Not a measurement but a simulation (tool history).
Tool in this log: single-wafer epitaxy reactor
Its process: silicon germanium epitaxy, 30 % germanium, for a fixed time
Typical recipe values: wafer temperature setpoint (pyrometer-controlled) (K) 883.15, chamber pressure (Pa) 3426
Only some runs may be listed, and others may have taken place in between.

run	hour	wafer temperature setpoint (pyrometer-controlled) (K)	chamber pressure (Pa)	wafers since the last listed run	hours since the last pyrometer calibration	hours since the last manometer calibration	hours since the showerhead was replaced	hours since the gauge calibration	read-back reference wafer on the same gauge, thickness_nm	mean film thickness on the monitor wafer (nm)
1	0.0	883.15	3426	0	1221.8	1861.0	4696.5	111.6	61.850	80.784
2	10.5	883.15	3426	192	1232.3	1871.5	4707.0	122.1	61.874	81.069
3	25.9	883.15	3426	282	1247.7	1886.9	4722.4	137.5	61.968	81.281
4	35.8	883.15	3426	181	1257.6	1896.8	4732.3	147.4	61.883	81.277
5	42.1	883.15	3426	115	1263.9	1903.1	4738.6	153.7	61.866	81.572
6	54.3	883.15	3426	223	1276.1	1915.3	4750.8	165.9	61.901	81.588
7	70.7	883.15	3426	300	1292.5	1931.7	4767.2	182.3	61.846	81.840
8	79.3	883.15	3853	157	1301.1	1940.3	4775.8	190.9	61.886	88.351
9	87.1	883.15	3853	142	1308.9	1948.1	4783.6	198.7	61.917	88.424
10	93.8	883.15	3426	122	1315.6	1954.8	4790.3	205.4	61.879	82.096
11	108.6	883.15	3426	271	1330.4	1969.6	4805.1	220.2	61.947	82.122
12	123.9	883.15	3426	280	1345.7	1984.9	4820.4	235.5	61.878	82.837
# hour 132.8: pyrometer calibrated
13	136.7	883.15	3426	87	3.9	1997.7	4833.2	248.3	61.890	77.386
14	152.7	883.15	3426	293	19.9	2013.7	4849.2	264.3	61.900	77.780
15	160.9	883.15	3426	150	28.1	2021.9	4857.4	272.5	61.882	78.042
# hour 182.8: showerhead replaced
16	183.3	883.15	3426	263	50.5	2044.3	0.5	294.9	61.891	78.070
17	183.6	883.15	3426	5	50.8	2044.6	0.8	295.2	61.931	77.938
18	191.2	883.15	3426	139	58.4	2052.2	8.4	302.8	61.880	78.155
19	205.7	883.15	3973	265	72.9	2066.7	22.9	317.3	61.903	85.544
# hour 211.8: gauge calibrated
20	217.7	883.15	2800	219	84.9	2078.7	34.9	5.9	61.901	67.865
# hour 227.0: capacitance manometer re-zeroed and calibrated
21	231.1	883.15	3426	98	98.3	4.1	48.3	19.3	61.913	73.685
22	239.7	878.15	3706	157	106.9	12.7	56.9	27.9	61.924	71.557
23	248.7	876.15	3013	164	115.9	21.7	65.9	36.9	61.908	60.260
24	255.6	883.15	4240	126	122.8	28.6	72.8	43.8	61.884	84.337
25	265.3	876.15	2786	177	132.5	38.3	82.5	53.5	61.856	56.863
26	275.7	876.15	3026	190	142.9	48.7	92.9	63.9	61.917	60.572
27	283.1	887.15	3853	135	150.3	56.1	100.3	71.3	61.875	84.395
28	297.2	868.15	3013	258	164.4	70.2	114.4	85.4	61.878	53.125
29	307.1	892.15	3013	181	174.3	80.1	124.3	95.3	61.838	77.598
30	323.5	872.15	2826	300	190.7	96.5	140.7	111.7	61.907	53.993
31	333.8	870.15	3120	188	201.0	106.8	151.0	122.0	61.912	56.391
32	349.3	883.15	3920	284	216.5	122.3	166.5	137.5	61.961	80.111
33	363.3	896.15	2786	256	230.5	136.3	180.5	151.5	61.910	77.923

Measured less the same run without the tool's hidden state. The same run-to-run variation is in both; the gauge's scatter may not be:
Hidden state present: wafer temperature above the value expected at the setpoint (K); true pressure above the setpoint (%); gauge reads high (%).
run	mean film thickness on the monitor wafer (nm)
1	+8.013
2	+8.153
3	+8.339
4	+8.445
5	+8.545
6	+8.680
7	+8.887
8	+9.697
9	+9.799
10	+9.173
11	+9.343
12	+9.600
13	+4.690
14	+4.772
15	+4.819
16	+4.907
17	+4.899
18	+4.943
19	+5.475
20	+4.387
21	+0.617
22	+0.610
23	+0.521
24	+0.724
25	+0.502
26	+0.543
27	+0.748
28	+0.501
29	+0.707
30	+0.529
31	+0.565
32	+0.807
33	+0.787
